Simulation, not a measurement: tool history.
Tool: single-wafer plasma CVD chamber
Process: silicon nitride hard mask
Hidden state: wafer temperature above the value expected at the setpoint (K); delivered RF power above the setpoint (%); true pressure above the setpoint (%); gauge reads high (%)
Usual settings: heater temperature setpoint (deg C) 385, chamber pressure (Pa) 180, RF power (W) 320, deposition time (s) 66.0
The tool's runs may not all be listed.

run,day,heater temperature setpoint (deg C),chamber pressure (Pa),RF power (W),deposition time (s),wafers since the last listed run,hours since the last thermocouple change,hours since the last RF generator calibration,hours since the last manometer calibration,hours since the showerhead was replaced,hours since the gauge calibration,"read-back reference wafer on the same gauge, thickness_nm",mean film thickness on the monitor wafer (Å)
1,0.000,385,180,320,66.0,0,575.1,886.8,2049.7,2622.6,1361.5,77.072,811.27
# day 1.979: RF generator calibrated
2,3.529,385,180,320,66.0,736,659.8,37.2,2134.4,2707.3,1446.2,77.222,819.83
3,6.758,385,180,320,66.0,744,737.3,114.7,2211.9,2784.8,1523.7,77.137,817.00
4,8.800,385,180,320,66.0,470,786.3,163.7,2260.9,2833.8,1572.7,77.080,821.75
5,11.550,385,180,320,66.0,633,852.3,229.7,2326.9,2899.8,1638.7,77.004,823.07
6,14.542,385,180,320,66.0,689,924.1,301.5,2398.7,2971.6,1710.5,77.010,819.88
7,17.383,385,180,320,66.0,654,992.3,369.7,2466.9,3039.8,1778.7,77.012,819.74
8,21.375,385,180,320,66.0,919,1088.1,465.5,2562.7,3135.6,1874.5,77.179,817.87
9,24.367,385,180,320,62.1,689,1159.9,537.3,2634.5,3207.4,1946.3,77.167,770.68
# day 27.783: gauge calibrated
10,27.900,385,180,320,62.1,814,1244.7,622.1,2719.3,3292.2,2.8,78.808,787.64
# day 30.275: capacitance manometer re-zeroed and calibrated
11,32.262,390,180,320,66.0,928,1349.4,726.8,47.7,3396.9,107.5,78.471,834.47
12,35.704,385,180,370,60.8,793,1432.0,809.4,130.3,3479.5,190.1,78.359,816.60
13,38.283,385,180,275,61.2,594,1493.9,871.3,192.2,3541.4,252.0,78.082,720.18
# day 41.188: RF generator calibrated
14,42.267,394,180,300,66.0,841,1589.5,25.9,287.8,3637.0,347.6,77.776,798.62
# day 44.571: showerhead replaced
15,44.592,385,180,360,71.7,459,1645.3,81.7,343.6,0.5,403.4,77.635,950.80
16,46.729,378,180,320,66.0,492,1696.6,133.0,394.9,51.8,454.7,77.623,828.32
17,48.462,385,180,320,66.0,399,1738.2,174.6,436.5,93.4,496.3,77.689,822.92
18,50.554,385,180,320,66.0,482,1788.4,224.8,486.7,143.6,546.5,77.450,824.68
19,53.808,385,180,320,66.0,749,1866.5,302.9,564.8,221.7,624.6,77.457,828.96
# day 55.096: thermocouple changed; heater temperature recalibrated
20,55.683,375,180,290,66.0,355,14.1,347.9,609.8,266.7,669.6,77.411,797.34
21,58.558,393,180,280,57.8,662,83.1,416.9,678.8,335.7,738.6,77.550,675.05
22,62.038,372,197,320,66.0,801,166.6,500.4,762.3,419.2,822.1,77.068,846.63
23,63.729,385,180,320,62.3,389,207.2,541.0,802.9,459.8,862.7,77.187,778.15
24,65.446,385,180,320,66.0,395,248.4,582.2,844.1,501.0,903.9,77.258,821.60
25,67.117,376,180,320,66.0,385,288.5,622.3,884.2,541.1,944.0,77.209,823.67
26,68.967,373,153,320,74.0,426,332.9,666.7,928.6,585.5,988.4,77.203,887.90
27,72.296,376,180,290,66.0,767,412.8,746.6,1008.5,665.4,1068.3,77.063,784.41
28,73.979,385,180,320,66.0,387,453.2,787.0,1048.9,705.8,1108.7,77.043,823.78

Forecast each of these 4 alternatives for the next run:
A,73.996,385,180,320,66.0,3,453.6,787.4,1049.3,706.2,1109.1,?,?
B,73.996,375,180,320,66.0,3,453.6,787.4,1049.3,706.2,1109.1,?,?
C,73.996,385,219,375,66.0,3,453.6,787.4,1049.3,706.2,1109.1,?,?
D,73.996,385,180,280,66.0,3,453.6,787.4,1049.3,706.2,1109.1,?,?

run,"read-back reference wafer on the same gauge, thickness_nm",mean film thickness on the monitor wafer (Å)
A,76.982,818.40
B,76.982,822.23
C,76.982,919.47
D,76.982,771.08
Without the tool's hidden state the same runs would have given:
run,mean film thickness on the monitor wafer (Å)
A,838.52
B,842.44
C,942.07
D,790.03
